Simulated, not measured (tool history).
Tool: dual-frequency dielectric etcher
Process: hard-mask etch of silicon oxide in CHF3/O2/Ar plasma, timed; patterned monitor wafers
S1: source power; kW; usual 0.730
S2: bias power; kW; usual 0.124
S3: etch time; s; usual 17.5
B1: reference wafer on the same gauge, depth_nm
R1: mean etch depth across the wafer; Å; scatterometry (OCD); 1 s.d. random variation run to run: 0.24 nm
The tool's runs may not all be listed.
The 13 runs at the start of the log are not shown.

{"run": 14, "day": 17.458, "S1": 0.73, "S2": 0.124, "S3": 17.5, "B1": 41.13, "R1": 364.5}
{"run": 15, "day": 18.229, "S1": 0.73, "S2": 0.124, "S3": 20.0, "B1": 41.14, "R1": 416.3}
{"run": 16, "day": 18.775, "S1": 0.73, "S2": 0.124, "S3": 17.5, "B1": 41.1, "R1": 368.7}
{"day": 19.542, "done": "bias power generator calibrated"}
{"day": 22.042, "done": "upper electrode replaced"}
{"run": 17, "day": 22.062, "S1": 0.73, "S2": 0.124, "S3": 17.5, "B1": 41.1, "R1": 371.3}
{"run": 18, "day": 23.433, "S1": 0.73, "S2": 0.133, "S3": 21.0, "B1": 41.1, "R1": 454.3}
{"day": 24.796, "done": "wet clean of the chamber"}
{"run": 19, "day": 24.817, "S1": 0.63, "S2": 0.096, "S3": 13.5, "B1": 41.04, "R1": 245.2}
{"run": 20, "day": 24.871, "S1": 0.65, "S2": 0.099, "S3": 22.0, "B1": 41.03, "R1": 410.7}
{"run": 21, "day": 26.283, "S1": 0.73, "S2": 0.145, "S3": 17.5, "B1": 41.12, "R1": 385.4}
{"run": 22, "day": 27.558, "S1": 0.73, "S2": 0.124, "S3": 17.5, "B1": 41.11, "R1": 370.8}
{"run": 23, "day": 28.133, "S1": 0.73, "S2": 0.145, "S3": 17.5, "B1": 41.11, "R1": 386.6}
{"run": 24, "day": 29.162, "S1": 0.73, "S2": 0.147, "S3": 17.5, "B1": 41.08, "R1": 387.0}
{"run": 25, "day": 30.167, "S1": 0.73, "S2": 0.144, "S3": 19.0, "B1": 41.09, "R1": 421.5}
{"run": 26, "day": 31.058, "S1": 0.57, "S2": 0.124, "S3": 17.5, "B1": 41.11, "R1": 324.9}
{"run": 27, "day": 31.592, "S1": 0.67, "S2": 0.099, "S3": 13.5, "B1": 41.1, "R1": 255.3}
{"run": 28, "day": 33.0, "S1": 0.73, "S2": 0.135, "S3": 17.5, "B1": 41.09, "R1": 380.4}
{"run": 29, "day": 33.579, "S1": 0.91, "S2": 0.154, "S3": 14.0, "B1": 41.06, "R1": 345.5}
{"run": 30, "day": 34.15, "S1": 0.73, "S2": 0.124, "S3": 17.5, "B1": 41.05, "R1": 368.6}

Branching from run 30: 4 alternative next runs. What would each branch give?
{"run": "A", "day": 34.167, "S1": 0.73, "S2": 0.124, "S3": 17.5, "B1": "?", "R1": "?"}
{"run": "B", "day": 34.167, "S1": 0.79, "S2": 0.124, "S3": 17.5, "B1": "?", "R1": "?"}
{"run": "C", "day": 34.167, "S1": 0.84, "S2": 0.106, "S3": 17.5, "B1": "?", "R1": "?"}
{"run": "D", "day": 34.167, "S1": 0.79, "S2": 0.14, "S3": 20.5, "B1": "?", "R1": "?"}

run=A B1=41.09 R1=367.1
run=B B1=41.09 R1=380.1
run=C B1=41.09 R1=371.9
run=D B1=41.09 R1=463.1
With the hidden condition removed and each run's random variation left untouched, the same runs would have given:
run=A R1=367.1
run=B R1=380.1
run=C R1=371.9
run=D R1=463.1

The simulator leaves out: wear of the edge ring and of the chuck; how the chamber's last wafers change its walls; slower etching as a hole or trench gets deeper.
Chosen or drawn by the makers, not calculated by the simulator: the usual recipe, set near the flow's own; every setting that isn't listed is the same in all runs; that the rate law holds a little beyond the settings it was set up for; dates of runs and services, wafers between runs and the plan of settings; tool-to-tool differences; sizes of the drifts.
